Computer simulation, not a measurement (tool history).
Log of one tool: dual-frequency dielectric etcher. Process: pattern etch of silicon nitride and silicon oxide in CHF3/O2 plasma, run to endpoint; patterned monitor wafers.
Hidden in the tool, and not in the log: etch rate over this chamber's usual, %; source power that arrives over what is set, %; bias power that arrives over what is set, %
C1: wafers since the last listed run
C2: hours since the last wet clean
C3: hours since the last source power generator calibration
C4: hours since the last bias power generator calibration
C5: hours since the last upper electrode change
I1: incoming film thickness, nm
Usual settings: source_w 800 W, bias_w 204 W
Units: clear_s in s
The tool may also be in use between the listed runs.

run 1 day=0.000 | source_w=920 bias_w=204 | C1=0 C2=378.9 C3=4508.1 C4=1976.9 C5=3363.9 | I1=218.8 | clear_s=126.8
-- day=1.850 wet clean of the chamber
run 2 day=3.729 | source_w=920 bias_w=204 | C1=441 C2=45.1 C3=4597.6 C4=2066.4 C5=3453.4 | I1=215.8 | clear_s=126.2
run 3 day=6.871 | source_w=920 bias_w=204 | C1=508 C2=120.5 C3=4673.0 C4=2141.8 C5=3528.8 | I1=214.8 | clear_s=124.6
run 4 day=18.096 | source_w=800 bias_w=204 | C1=1817 C2=389.9 C3=4942.4 C4=2411.2 C5=3798.2 | I1=217.1 | clear_s=133.2
-- day=19.612 wet clean of the chamber
run 5 day=20.458 | source_w=800 bias_w=204 | C1=220 C2=20.3 C3=4999.1 C4=2467.9 C5=3854.9 | I1=215.3 | clear_s=132.6
-- day=22.246 source power generator calibrated
run 6 day=22.267 | source_w=800 bias_w=204 | C1=265 C2=63.7 C3=0.5 C4=2511.3 C5=3898.3 | I1=213.8 | clear_s=132.3
run 7 day=24.892 | source_w=800 bias_w=204 | C1=425 C2=126.7 C3=63.5 C4=2574.3 C5=3961.3 | I1=215.8 | clear_s=131.6
run 8 day=27.704 | source_w=800 bias_w=204 | C1=455 C2=194.2 C3=131.0 C4=2641.8 C5=4028.8 | I1=218.0 | clear_s=133.7
-- day=35.229 wet clean of the chamber
-- day=38.029 bias power generator calibrated
run 9 day=39.879 | source_w=600 bias_w=204 | C1=1782 C2=111.6 C3=423.2 C4=44.4 C5=4321.0 | I1=216.2 | clear_s=152.1
run 10 day=42.517 | source_w=800 bias_w=204 | C1=427 C2=174.9 C3=486.5 C4=107.7 C5=4384.3 | I1=215.6 | clear_s=133.3
-- day=44.679 upper electrode replaced
run 11 day=46.383 | source_w=970 bias_w=173 | C1=464 C2=267.7 C3=579.3 C4=200.5 C5=40.9 | I1=215.8 | clear_s=129.3
-- day=50.700 wet clean of the chamber
run 12 day=51.092 | source_w=800 bias_w=159 | C1=600 C2=9.4 C3=692.3 C4=313.5 C5=153.9 | I1=214.5 | clear_s=145.5
run 13 day=52.950 | source_w=880 bias_w=189 | C1=300 C2=54.0 C3=736.9 C4=358.1 C5=198.5 | I1=216.3 | clear_s=132.2
run 14 day=58.267 | source_w=690 bias_w=204 | C1=860 C2=181.6 C3=864.5 C4=485.7 C5=326.1 | I1=214.0 | clear_s=140.9

Forecast each of these 4 alternatives for the next run:
run A day=58.288 | source_w=800 bias_w=242 | C1=3 C2=182.1 C3=865.0 C4=486.2 C5=326.6 | I1=214.5 | clear_s=?
run B day=58.288 | source_w=750 bias_w=238 | C1=3 C2=182.1 C3=865.0 C4=486.2 C5=326.6 | I1=214.5 | clear_s=?
run C day=58.288 | source_w=800 bias_w=162 | C1=3 C2=182.1 C3=865.0 C4=486.2 C5=326.6 | I1=214.5 | clear_s=?
run D day=58.288 | source_w=710 bias_w=204 | C1=3 C2=182.1 C3=865.0 C4=486.2 C5=326.6 | I1=214.5 | clear_s=?

run=A clear_s=123.4
run=B clear_s=128.0
run=C clear_s=144.4
run=D clear_s=139.5
Without the tool's hidden state the same runs would have given:
run=A clear_s=123.4
run=B clear_s=128.0
run=C clear_s=144.4
run=D clear_s=139.5
